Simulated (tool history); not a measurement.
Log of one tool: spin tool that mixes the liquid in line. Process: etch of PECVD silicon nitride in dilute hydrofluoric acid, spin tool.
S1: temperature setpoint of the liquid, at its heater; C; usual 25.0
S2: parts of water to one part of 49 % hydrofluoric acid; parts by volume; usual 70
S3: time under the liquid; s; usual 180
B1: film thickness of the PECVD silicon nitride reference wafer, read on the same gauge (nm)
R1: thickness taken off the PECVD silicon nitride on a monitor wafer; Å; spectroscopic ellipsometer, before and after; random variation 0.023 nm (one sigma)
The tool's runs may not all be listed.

run,day,S1,S2,S3,B1,R1
1,0.000,25.0,70,270,70.773,77.87
2,1.058,25.0,70,270,70.869,78.36
3,2.425,25.0,70,180,71.021,52.02
4,3.717,25.0,70,180,71.219,52.45
5,4.288,25.0,70,180,71.251,52.27
6,5.304,25.0,70,180,71.401,52.65
# day 5.917: gauge calibrated
7,8.212,22.5,70,260,69.941,62.75
# day 8.354: thermometer replaced
8,9.446,25.0,70,180,70.005,51.34
# day 9.612: hydrofluoric acid flow meter replaced
9,10.088,25.0,45,180,70.003,79.25
10,11.350,27.0,70,240,70.045,77.93
11,11.950,25.0,70,180,70.143,51.65
12,12.567,27.0,55,260,70.150,107.83
13,13.625,27.0,90,180,70.177,45.88
14,14.250,25.0,70,280,70.199,79.89

The tool's hidden state at each run:
liquid hotter than its thermometer reads (K): 0 in every run
hydrofluoric acid flow below the setpoint (%): 0 in every run
H1: gauge reads high (%)
run,H1
1,1.07
2,1.23
3,1.45
4,1.69
5,1.8
6,2
7,-0.0475
8,-0.00436
9,0.0253
10,0.098
11,0.139
12,0.186
13,0.277
14,0.337
